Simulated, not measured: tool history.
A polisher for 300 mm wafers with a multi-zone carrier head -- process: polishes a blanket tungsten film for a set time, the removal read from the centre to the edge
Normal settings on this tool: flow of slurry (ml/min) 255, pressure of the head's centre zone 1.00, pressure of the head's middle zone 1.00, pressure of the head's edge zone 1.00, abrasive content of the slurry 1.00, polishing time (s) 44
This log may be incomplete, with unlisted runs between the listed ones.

run,hour,flow of slurry (ml/min),pressure of the head's centre zone,pressure of the head's middle zone,pressure of the head's edge zone,abrasive content of the slurry,polishing time (s),"incoming thickness of the incoming film, nm",film removed at the wafer's centre (angstrom),film removed at mid-radius (angstrom),film removed at the wafer's edge (angstrom)
1,0.0,255,1.00,1.00,1.00,1.00,44,1322.0,1298,1348,1401
# hour 14.0: worn pad replaced by a new one
2,27.0,255,1.00,1.00,1.00,1.00,44,1322.2,1319,1362,1413
3,52.9,255,1.00,1.00,1.00,1.00,44,1322.8,1317,1340,1411
4,80.5,305,1.05,1.07,1.00,1.00,44,1327.5,1424,1482,1478
5,107.6,255,1.00,1.00,1.00,1.00,44,1315.3,1318,1357,1453
6,132.8,255,1.00,1.00,1.00,1.00,44,1327.2,1302,1384,1410
# hour 155.2: carrier head's membrane replaced by a new one
7,156.4,255,1.00,1.00,1.00,1.00,44,1326.4,1312,1367,1420
8,178.7,255,1.07,1.00,1.11,1.00,38,1319.8,1212,1189,1283
# hour 201.9: worn pad replaced by a new one
9,205.0,255,0.93,1.00,1.00,1.00,40,1303.1,1131,1268,1322
10,221.8,210,1.00,1.00,1.00,1.00,44,1317.7,1286,1364,1407
# hour 249.1: slurry nozzle cleaned
11,257.4,295,1.00,1.07,1.00,1.00,44,1316.9,1298,1463,1399
12,270.6,255,1.00,1.00,1.00,1.00,44,1320.5,1316,1372,1423
# hour 281.5: edge zone pressure recalibrated
13,288.3,255,1.00,1.00,0.89,0.80,37,1302.4,1039,1084,1096
14,317.0,255,1.00,1.10,1.00,1.00,34,1304.0,990,1140,1080
15,348.9,320,1.00,1.00,1.00,1.00,44,1319.1,1283,1397,1427
16,368.9,255,1.00,1.00,1.00,0.75,44,1302.4,1173,1279,1330
# hour 396.9: worn pad replaced by a new one
17,397.4,255,1.00,1.00,1.09,0.80,58,1322.4,1570,1695,1846
18,428.3,255,1.00,1.00,1.00,1.10,37,1327.2,1111,1162,1247
19,462.1,215,1.00,1.00,1.00,1.00,53,1339.2,1499,1601,1692
20,496.6,255,1.00,1.00,1.00,1.00,44,1306.8,1271,1364,1418
21,518.9,190,1.10,1.09,1.05,1.00,44,1313.5,1324,1451,1437
22,552.1,255,1.12,1.00,1.00,1.00,44,1298.6,1412,1373,1449

The tool's hidden state at each run:
removal rate lost through wear of the pad, %: 0 on each run
slurry flow missing at the pad, %: 0 on each run
deviation of the edge zone's pressure from its setpoint, %: 0 on each run
H1: deviation of the centre zone's pressure from its setpoint, %
run,H1
1,0.496
2,0.42
3,0.326
4,0.204
5,0.0621
6,-0.0896
7,-0.249
8,-0.415
9,-0.63
10,-0.778
11,-1.12
12,-1.26
13,-1.45
14,-1.78
15,-2.17
16,-2.44
17,-2.83
18,-3.29
19,-3.82
20,-4.4
21,-4.79
22,-5.41
